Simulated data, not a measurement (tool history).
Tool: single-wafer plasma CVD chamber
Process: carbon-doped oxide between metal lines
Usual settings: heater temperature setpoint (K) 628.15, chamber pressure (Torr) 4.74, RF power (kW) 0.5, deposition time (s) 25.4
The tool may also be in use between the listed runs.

run,day,heater temperature setpoint (K),chamber pressure (Torr),RF power (kW),deposition time (s),"read-back reference wafer on the same gauge, thickness_nm",mean film thickness on the monitor wafer (Å)
1,0,632.15,4.74,0.5,25.4,129.081,1258.09
2,0.625,632.15,4.74,0.5,25.4,129.136,1251.3
3,1.225,628.15,4.74,0.5,25.4,129.006,1273.6
4,1.629,628.15,4.74,0.5,25.4,128.976,1277.07
5,2.342,628.15,4.74,0.5,24.1,128.973,1219
6,2.896,628.15,4.74,0.5,24.1,129.116,1207.67
7,3.475,628.15,4.74,0.5,27.1,128.919,1366.46
8,3.979,628.15,4.74,0.5,25.4,129.113,1276.02
# day 4.646: thermocouple changed; heater temperature recalibrated
9,4.667,628.15,4.74,0.5,25.4,128.978,1277.75
10,4.967,628.15,4.74,0.5,25.4,128.806,1279.53
# day 5.408: gauge calibrated
11,5.45,628.15,4.74,0.5,25.4,128.802,1281.62
12,6.179,628.15,4.74,0.47,25.4,128.942,1223.2
13,6.683,628.15,4.74,0.5,24.2,129.113,1223.42
14,7.142,628.15,4.74,0.5,24.2,129.012,1212.61
# day 7.775: capacitance manometer re-zeroed and calibrated
15,7.796,620.15,4.21,0.5,25.4,128.875,1299.7
16,8.054,628.15,4.74,0.5,25.4,128.988,1286.57
# day 8.879: RF generator calibrated
17,8.9,628.15,5.84,0.5,25.4,128.921,1306.15
18,9.212,628.15,4.74,0.5,25.4,129.231,1276.92
19,9.796,615.15,4.74,0.5,25.4,129.095,1339.27
20,10.154,640.15,3.58,0.465,27.4,129.047,1223.95
# day 10.912: showerhead replaced
21,10.933,628.15,4.74,0.5,25.4,128.975,1272.27
22,11.292,628.15,4.74,0.5,25.4,129.048,1270.17
23,11.842,634.15,4.19,0.57,21.3,128.962,1127.02
24,12.492,624.15,5.71,0.43,29.7,129.05,1400.04
25,12.883,633.15,4.39,0.42,23.6,128.957,1017.72
26,13.329,638.15,5.59,0.47,30,129.019,1445.29
27,14.062,628.15,4.74,0.47,25.4,129.113,1223.38
28,14.771,614.15,4.29,0.465,28,129.029,1384.46
29,15.329,619.15,4.74,0.5,23.2,128.949,1210.82

4 ways to go on from here, each from the tool as it stands after run 29. What would each give?
A,15.346,628.15,4.74,0.5,20.4,?,?
B,15.346,628.15,3.82,0.5,21.9,?,?
C,15.346,621.15,3.79,0.5,22.3,?,?
D,15.346,621.15,5.28,0.525,29.2,?,?

run,"read-back reference wafer on the same gauge, thickness_nm",mean film thickness on the monitor wafer (Å)
A,128.854,1029.8
B,128.854,1075.09
C,128.854,1118.1
D,128.854,1568.91
Without the tool's hidden state the same runs would have given:
run,mean film thickness on the monitor wafer (Å)
A,1029.8
B,1075.09
C,1118.1
D,1568.91
